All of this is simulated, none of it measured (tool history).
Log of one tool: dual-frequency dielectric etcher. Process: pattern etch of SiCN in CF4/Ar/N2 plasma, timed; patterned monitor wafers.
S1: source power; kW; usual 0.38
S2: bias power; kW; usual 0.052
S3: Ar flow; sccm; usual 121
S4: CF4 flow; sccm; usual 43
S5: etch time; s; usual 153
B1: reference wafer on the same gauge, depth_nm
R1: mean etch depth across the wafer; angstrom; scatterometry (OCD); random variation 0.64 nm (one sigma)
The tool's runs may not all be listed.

run,hour,S1,S2,S3,S4,S5,B1,R1
1,0,0.38,0.043,121,43,153,103.1,849
2,17.1,0.38,0.043,121,43,153,103.3,861
3,44.3,0.38,0.052,121,43,162.5,103.1,1021
4,57.8,0.38,0.052,121,43,153,103.4,945
5,77.1,0.38,0.052,121,43,153,103.2,957
6,109.7,0.38,0.057,121,48,153,103.2,1019
7,131.7,0.38,0.052,121,43,186.5,103.8,1165
8,173.9,0.48,0.052,121,48,153,103.6,1077
9,176.8,0.38,0.052,109,43,195.5,103.5,1235
10,202.1,0.41,0.045,121,43,178.5,103.4,1047
11,232.4,0.38,0.052,121,43,153,103.2,973
12,252.6,0.31,0.052,134,47,140,103.5,796
13,283.7,0.31,0.052,113,47,186.5,103,1073
14,389.2,0.38,0.052,121,43,153,103.4,948
15,421.3,0.38,0.052,121,43,153,103.2,954

Not shown: 7 entries that the log had between the listed runs. Between which runs, and how does the tool's hidden state differ before and after?
Between runs 7 and 8: gauge calibrated (hour 156.9); source power generator calibrated (hour 161.9); upper electrode replaced (hour 172.5); Ar flow controller replaced (hour 173.4)
  etch rate over this chamber's usual, %: -3.36 -> -3.69
  measured less the result without the state, R1: -41 -> -41 angstrom
Between runs 10 and 11: wet clean of the chamber (hour 231.9)
  etch rate over this chamber's usual, %: -3.91 -> -0.42
  measured less the result without the state, R1: -42 -> -4 angstrom
Between runs 12 and 13: bias power generator calibrated (hour 276.1)
  etch rate over this chamber's usual, %: -0.576 -> -0.818
  measured less the result without the state, R1: -4 -> -8 angstrom
Between runs 13 and 14: CF4 flow controller replaced (hour 311.8)
  etch rate over this chamber's usual, %: -0.818 -> -1.64
  measured less the result without the state, R1: -8 -> -16 angstrom
